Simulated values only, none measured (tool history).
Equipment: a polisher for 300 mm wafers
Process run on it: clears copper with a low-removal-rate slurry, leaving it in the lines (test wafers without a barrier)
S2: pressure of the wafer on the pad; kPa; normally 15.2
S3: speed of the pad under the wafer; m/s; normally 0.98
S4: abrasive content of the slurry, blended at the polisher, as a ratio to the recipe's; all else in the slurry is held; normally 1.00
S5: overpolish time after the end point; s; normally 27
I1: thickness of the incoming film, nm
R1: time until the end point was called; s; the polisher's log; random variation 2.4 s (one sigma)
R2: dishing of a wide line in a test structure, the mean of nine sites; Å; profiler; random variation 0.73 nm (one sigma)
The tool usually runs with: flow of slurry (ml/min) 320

Run 1, hour 0.0: usual settings; I1 260.3. Result: R1 136.5 s, R2 403 Å.
Run 2, hour 24.7: usual settings; I1 264.8. Result: R1 141.6 s, R2 395 Å.
Run 3, hour 48.0: usual settings; I1 257.3. Result: R1 131.9 s, R2 390 Å.
Run 4, hour 83.9: usual settings but S3 1.14 m/s; I1 257.8. Result: R1 121.0 s, R2 438 Å.
Run 5, hour 114.8: usual settings; I1 261.5. Result: R1 129.2 s, R2 419 Å.
Run 6, hour 133.0: usual settings; I1 258.3. Result: R1 129.4 s, R2 413 Å.
Run 7, hour 146.1: usual settings; I1 257.1. Result: R1 127.9 s, R2 425 Å.
Run 8, hour 172.2: usual settings but S2 12.4 kPa; I1 259.1. Result: R1 168.0 s, R2 334 Å.
Run 9, hour 189.3: usual settings but S2 12.4 kPa; I1 262.7. Result: R1 169.5 s, R2 336 Å.
Run 10, hour 213.9: usual settings; I1 260.4. Result: R1 138.7 s, R2 397 Å.
Run 11, hour 242.7: usual settings; I1 256.7. Result: R1 139.1 s, R2 390 Å.
Run 12, hour 276.3: usual settings; I1 262.2. Result: R1 131.6 s, R2 420 Å.
Run 13, hour 296.1: usual settings; I1 261.4. Result: R1 134.5 s, R2 407 Å.
Run 14, hour 331.1: usual settings but flow of slurry (ml/min) 360, S3 0.86 m/s, S4 1.20, S5 31 s; I1 263.5. Result: R1 147.0 s, R2 440 Å.
Run 15, hour 359.8: usual settings but S4 0.80, S5 42 s; I1 259.1. Result: R1 146.1 s, R2 531 Å.
Run 16, hour 380.5: usual settings; I1 261.9. Result: R1 137.2 s, R2 404 Å.
Run 17, hour 405.1: usual settings but flow of slurry (ml/min) 380, S2 20.0 kPa, S4 0.75, S5 39 s; I1 256.6. Result: R1 111.7 s, R2 642 Å.
Run 18, hour 427.5: usual settings but S3 0.64 m/s; I1 258.8. Result: R1 164.7 s, R2 333 Å.
Run 19, hour 447.4: usual settings; I1 258.4. Result: R1 127.3 s, R2 427 Å.
Run 20, hour 464.0: usual settings but S2 11.0 kPa; I1 259.9. Result: R1 148.9 s, R2 348 Å.
Run 21, hour 496.5: usual settings but flow of slurry (ml/min) 375, S4 0.75, S5 16 s; I1 262.7. Result: R1 142.2 s, R2 254 Å.
Run 22, hour 524.4: usual settings but S5 13 s; I1 260.8. Result: R1 140.3 s, R2 211 Å.
Run 23, hour 557.9: usual settings but S3 1.12 m/s, S5 14 s; I1 261.2. Result: R1 122.4 s, R2 249 Å.
Run 24, hour 638.5: usual settings but S2 17.9 kPa, S3 1.26 m/s; I1 260.5. Result: R1 99.5 s, R2 511 Å.
Run 25, hour 659.7: usual settings but flow of slurry (ml/min) 380, S3 0.70 m/s, S5 36 s; I1 264.9. Result: R1 174.2 s, R2 425 Å.
Run 26, hour 693.2: usual settings but S5 15 s; I1 255.3. Result: R1 139.3 s, R2 236 Å.
Run 27, hour 714.3: usual settings but S4 1.25, S5 42 s; I1 260.9. Result: R1 132.0 s, R2 572 Å.
Run 28, hour 738.2: usual settings; I1 262.6. Result: R1 145.7 s, R2 378 Å.

The log once held 11 entries between its listed runs, left out of this copy. Where does each go, and what is different about the tool's unlogged condition between the listed run before it and the listed run after it?
Runs 3 to 4: slurry blender recalibrated (hour 73.1)
  removal rate lost through wear of the pad, %: 11 -> 13.8
  the result without the hidden state subtracted from the measured one, R1: +14.5 -> +16.7 s; R2: -38 -> -53 Å
Runs 4 to 5: worn pad replaced by a new one (hour 91.6)
  removal rate lost through wear of the pad, %: 13.8 -> 2.49
  the result without the hidden state subtracted from the measured one, R1: +16.7 -> +3.2 s; R2: -53 -> -8 Å
Runs 10 to 11: slurry blender recalibrated (hour 216.5)
  removal rate lost through wear of the pad, %: 10.2 -> 12.4
  the result without the hidden state subtracted from the measured one, R1: +14.1 -> +17.2 s; R2: -36 -> -44 Å
Runs 11 to 12: worn pad replaced by a new one (hour 269.3)
  removal rate lost through wear of the pad, %: 12.4 -> 1.75
  the result without the hidden state subtracted from the measured one, R1: +17.2 -> +2.3 s; R2: -44 -> -6 Å
Runs 12 to 13: slurry nozzle cleaned (hour 286.7)
  removal rate lost through wear of the pad, %: 1.75 -> 3.28
  the result without the hidden state subtracted from the measured one, R1: +2.3 -> +4.4 s; R2: -6 -> -11 Å
Runs 15 to 16: slurry blender recalibrated (hour 380.0)
  removal rate lost through wear of the pad, %: 8.22 -> 9.83
  the result without the hidden state subtracted from the measured one, R1: +12.0 -> +13.5 s; R2: -33 -> -35 Å
Runs 17 to 18: head pressure recalibrated (hour 423.1); worn pad replaced by a new one, of another model than before (hour 427.0)
  removal rate lost through wear of the pad, %: 11.7 -> 0.333
  the result without the hidden state subtracted from the measured one, R1: +13.1 -> +0.6 s; R2: -59 -> -1 Å
Runs 23 to 24: slurry blender recalibrated (hour 568.2); worn pad replaced by a new one (hour 579.7)
  removal rate lost through wear of the pad, %: 10.4 -> 5.42
  the result without the hidden state subtracted from the measured one, R1: +12.8 -> +5.4 s; R2: -26 -> -22 Å
Runs 25 to 26: slurry nozzle cleaned (hour 671.4)
  removal rate lost through wear of the pad, %: 7.06 -> 9.66
  the result without the hidden state subtracted from the measured one, R1: +12.3 -> +13.5 s; R2: -26 -> -22 Å

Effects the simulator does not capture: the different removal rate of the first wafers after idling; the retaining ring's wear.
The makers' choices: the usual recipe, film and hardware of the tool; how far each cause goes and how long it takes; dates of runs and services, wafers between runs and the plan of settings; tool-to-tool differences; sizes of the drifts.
